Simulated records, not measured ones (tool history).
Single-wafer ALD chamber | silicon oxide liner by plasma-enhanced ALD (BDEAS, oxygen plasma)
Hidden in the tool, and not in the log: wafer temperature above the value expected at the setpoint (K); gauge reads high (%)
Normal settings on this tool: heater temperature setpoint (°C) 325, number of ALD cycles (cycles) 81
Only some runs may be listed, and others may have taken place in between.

run     day  heater temperature setpoint (°C)  number of ALD cycles (cycles)  wafers since the last listed run  hours since the last thermocouple change  hours since the gauge calibration  read-back reference wafer on the same gauge, thickness_nm  mean film thickness on the monitor wafer (angstrom)
  1   0.000                               325                             71                                 0                                     669.4                              258.0                                                      7.545                                                65.03
  2   1.229                               325                             71                                98                                     698.9                              287.5                                                      7.553                                                65.03
  3   3.654                               325                             71                               193                                     757.1                              345.7                                                      7.554                                                65.05
  4   4.875                               325                             81                                97                                     786.4                              375.0                                                      7.565                                                74.35
  5   7.429                               325                             81                               203                                     847.7                              436.3                                                      7.573                                                74.45
  6   9.438                               325                             81                               160                                     895.9                              484.5                                                      7.583                                                74.47
  7  10.817                               321                             81                               110                                     929.0                              517.6                                                      7.587                                                75.18
  8  13.158                               321                             81                               186                                     985.2                              573.8                                                      7.602                                                75.33
  9  15.671                               321                             81                               200                                    1045.5                              634.1                                                      7.606                                                74.98
 10  16.750                               325                             81                                86                                    1071.4                              660.0                                                      7.609                                                74.77
 11  18.075                               325                             81                               105                                    1103.2                              691.8                                                      7.614                                                74.63
 12  19.588                               325                             81                               120                                    1139.5                              728.1                                                      7.626                                                74.64
 13  20.842                               325                             81                               100                                    1169.6                              758.2                                                      7.627                                                74.82
     21.625  -- gauge calibrated
 14  22.304                               317                             75                               116                                    1204.7                               16.3                                                      7.500                                                69.41
 15  24.933                               316                             65                               209                                    1267.8                               79.4                                                      7.506                                                59.99
 16  26.121                               325                             81                                94                                    1296.3                              107.9                                                      7.509                                                73.68
     26.996  -- thermocouple changed; heater temperature recalibrated
 17  28.675                               325                             81                               177                                      40.3                              169.2                                                      7.522                                                73.87
 18  31.658                               325                             75                               238                                     111.9                              240.8                                                      7.532                                                68.86
 19  33.438                               334                             71                               142                                     154.6                              283.5                                                      7.536                                                64.02
 20  36.038                               320                             96                               207                                     217.0                              345.9                                                      7.550                                                89.03
 21  39.433                               312                             96                               271                                     298.5                              427.4                                                      7.568                                                89.93
 22  41.046                               325                             67                               128                                     337.2                              466.1                                                      7.570                                                61.64
 23  42.142                               325                             87                                87                                     363.5                              492.4                                                      7.576                                                79.96

Consider 5 possible next runs. They are alternatives, not a sequence: every one starts from the tool as it was left by run 23. What does each give?
  A  42.162                               325                             65                                 1                                     364.0                              492.9                                                          ?                                                    ?
  B  42.162                               329                             73                                 1                                     364.0                              492.9                                                          ?                                                    ?
  C  42.162                               311                             70                                 1                                     364.0                              492.9                                                          ?                                                    ?
  D  42.162                               332                             95                                 1                                     364.0                              492.9                                                          ?                                                    ?
  E  42.162                               325                             70                                 1                                     364.0                              492.9                                                          ?                                                    ?

run  read-back reference wafer on the same gauge, thickness_nm  mean film thickness on the monitor wafer (angstrom)
  A                                                      7.572                                                59.61
  B                                                      7.572                                                66.53
  C                                                      7.572                                                65.57
  D                                                      7.572                                                86.18
  E                                                      7.572                                                64.19
Take away the tool's hidden state, keep each run's random variation, and the runs would have read:
run  mean film thickness on the monitor wafer (angstrom)
  A                                                58.93
  B                                                65.77
  C                                                64.83
  D                                                85.20
  E                                                63.46
